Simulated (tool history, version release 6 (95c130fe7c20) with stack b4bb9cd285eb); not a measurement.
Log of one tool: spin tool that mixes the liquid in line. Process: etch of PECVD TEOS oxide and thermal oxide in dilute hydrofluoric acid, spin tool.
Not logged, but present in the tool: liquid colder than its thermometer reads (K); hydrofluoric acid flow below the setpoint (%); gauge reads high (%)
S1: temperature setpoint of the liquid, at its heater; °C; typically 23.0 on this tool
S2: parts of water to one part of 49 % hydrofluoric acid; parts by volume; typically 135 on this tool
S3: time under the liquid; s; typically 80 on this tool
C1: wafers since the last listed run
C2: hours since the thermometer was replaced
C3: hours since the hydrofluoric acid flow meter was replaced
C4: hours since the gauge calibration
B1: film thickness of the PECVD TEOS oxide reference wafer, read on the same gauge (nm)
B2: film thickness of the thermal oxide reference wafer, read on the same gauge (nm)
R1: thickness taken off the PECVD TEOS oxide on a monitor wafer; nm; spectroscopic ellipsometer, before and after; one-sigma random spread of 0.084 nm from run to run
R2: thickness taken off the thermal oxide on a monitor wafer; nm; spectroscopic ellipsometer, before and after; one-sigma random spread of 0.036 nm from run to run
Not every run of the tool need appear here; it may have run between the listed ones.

run,hour,S1,S2,S3,C1,C2,C3,C4,B1,B2,R1,R2
1,0.0,23.0,135,80,0,833.4,1030.6,652.0,120.00,149.982,8.68,2.476
2,84.8,23.0,135,80,1252,918.2,1115.4,736.8,120.05,149.991,8.69,2.449
3,122.6,23.0,135,80,558,956.0,1153.2,774.6,120.05,149.999,8.46,2.455
4,283.5,21.0,135,115,2375,1116.9,1314.1,935.5,119.98,150.009,11.36,3.274
5,327.0,21.0,135,115,642,1160.4,1357.6,979.0,119.97,149.994,11.29,3.218
6,369.9,21.0,135,115,633,1203.3,1400.5,1021.9,120.05,149.990,11.31,3.228
7,395.2,21.0,120,80,373,1228.6,1425.8,1047.2,120.01,149.983,8.95,2.517
8,452.6,23.0,135,80,847,1286.0,1483.2,1104.6,120.04,150.012,8.46,2.424
9,502.3,26.5,135,80,733,1335.7,1532.9,1154.3,120.02,150.016,9.58,2.670
10,563.0,26.5,135,80,896,1396.4,1593.6,1215.0,120.03,150.014,9.61,2.670
11,589.7,24.5,135,80,394,1423.1,1620.3,1241.7,120.03,150.031,8.78,2.490
12,661.6,23.0,135,80,1061,1495.0,1692.2,1313.6,119.99,150.018,8.40,2.352
13,696.2,23.0,135,80,510,1529.6,1726.8,1348.2,119.95,150.014,8.23,2.407
14,740.9,23.0,135,80,660,1574.3,1771.5,1392.9,119.98,150.010,8.24,2.324
# hour 788.8: hydrofluoric acid flow meter replaced
15,792.0,23.0,205,65,739,1625.4,3.2,1444.0,119.95,149.989,4.13,1.201
16,842.5,18.5,75,40,745,1675.9,53.7,1494.5,119.94,150.010,6.61,1.912
# hour 918.7: gauge calibrated
17,922.6,19.5,135,105,1182,1756.0,133.8,3.9,119.94,149.993,9.50,2.653
18,974.1,23.0,135,130,760,1807.5,185.3,55.4,119.99,150.014,13.47,3.725
19,1008.0,23.0,110,80,500,1841.4,219.2,89.3,119.97,149.998,10.34,2.971
# hour 1050.4: thermometer replaced
20,1192.7,21.5,105,40,2712,142.3,403.9,274.0,119.98,150.023,5.64,1.602
21,1224.2,28.0,155,65,465,173.8,435.4,305.5,119.99,149.996,7.59,2.134
22,1253.8,23.0,135,40,437,203.4,465.0,335.1,119.97,149.993,4.58,1.273
23,1308.8,23.0,135,80,812,258.4,520.0,390.1,119.98,150.004,8.93,2.601
24,1357.8,25.0,190,50,723,307.4,569.0,439.1,119.99,149.983,3.96,1.148
25,1415.4,23.0,135,80,850,365.0,626.6,496.7,120.02,149.986,8.85,2.529

Predict each of these 3 candidate next runs independently; none follows another, all start after run 25:
A,1415.8,23.0,135,50,5,365.4,627.0,497.1,?,?,?,?
B,1415.8,21.5,135,80,5,365.4,627.0,497.1,?,?,?,?
C,1415.8,19.0,190,80,5,365.4,627.0,497.1,?,?,?,?

run,B1,B2,R1,R2
A,120.02,149.995,5.53,1.587
B,120.02,149.995,8.34,2.392
C,120.02,149.995,5.07,1.456
Without the tool's unlogged condition, the same runs would have read:
run,R1,R2
A,5.70,1.635
B,8.60,2.466
C,5.23,1.500
